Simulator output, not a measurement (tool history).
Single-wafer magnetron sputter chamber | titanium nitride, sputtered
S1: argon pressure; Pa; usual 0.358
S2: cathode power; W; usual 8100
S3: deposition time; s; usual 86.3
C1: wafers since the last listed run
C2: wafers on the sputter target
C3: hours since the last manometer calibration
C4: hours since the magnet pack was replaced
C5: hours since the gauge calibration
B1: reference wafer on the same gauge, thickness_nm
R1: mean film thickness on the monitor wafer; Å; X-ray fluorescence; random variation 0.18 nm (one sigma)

run   hour     S1    S2    S3   C1    C2      C3      C4     C5       B1       R1
  1      0  0.358  8100  93.9    0  3138  2045.1  7386.3  178.5  106.038   1273.7
  2   21.5  0.358  8100  86.3  314  3453  2066.6  7407.8    200  105.937  1172.79
  3   38.6  0.358  8100  86.3  250  3703  2083.7  7424.9  217.1  105.989  1170.44
  4   60.9  0.358  8100  86.3  326  4029    2106  7447.2  239.4  106.026  1168.84
  5   74.2  0.358  8100  86.3  194  4224  2119.3  7460.5  252.7  106.034   1166.4
  6   95.6  0.358  8100  86.3  313  4537  2140.7  7481.9  274.1  106.011  1171.56
       111  -- sputter target and shields replaced
  7  111.5  0.358  8100  86.3  115     6  2156.6  7497.8    290  105.985  1181.86
  8  141.7  0.279  9050  86.3  441   448  2186.8    7528  320.2  106.029  1318.21
  9    173  0.464  8100  86.3  457   906  2218.1  7559.3  351.5  105.994   1112.7
     205.7  -- capacitance manometer re-zeroed and calibrated
     232.1  -- magnet pack replaced
 10    257  0.406  8100  86.3  994  1901    51.3    24.9  435.5  106.004   1182.4
 11  287.5  0.358  8100  86.3  446  2347    81.8    55.4    466  105.976  1206.52
 12  302.1    0.4  6150  71.5  213  2561    96.4      70  480.6  105.956   841.09
 13  318.9  0.435  6300  99.8  245  2807   113.2    86.8  497.4  106.052   1170.7
     339.5  -- gauge calibrated
 14  350.4  0.358  8100  71.5  460  3267   144.7   118.3   10.9  106.029   997.49
     362.6  -- sputter target and shields replaced
 15  385.2  0.358  7250  69.7  392   330   179.5   153.1   45.7  106.014   921.64
 16  418.3  0.358  8100  93.9  484   814   212.6   186.2   78.8  105.936  1317.47
 17  445.3  0.401  8100  74.4  395  1209   239.6   213.2  105.8  105.979  1019.91
 18  468.8  0.394  6750  86.3  343  1553   263.1   236.7  129.3  106.037  1069.82

Forecast each of these 4 alternatives for the next run:
  A  469.2  0.358  8100  86.3   5  1558  263.5  237.1  129.7   ?   ?
  B  469.2  0.289  8750  86.3   5  1558  263.5  237.1  129.7   ?   ?
  C  469.2  0.427  6300  74.3   5  1558  263.5  237.1  129.7   ?   ?
  D  469.2  0.358  9850  86.3   5  1558  263.5  237.1  129.7   ?   ?

run       B1       R1
  A  106.019  1204.57
  B  106.019  1301.38
  C  106.019   873.11
  D  106.019  1359.36
Without the tool's hidden state the same runs would have given:
run       R1
  A   1218.5
  B  1315.66
  C   883.71
  D  1375.08
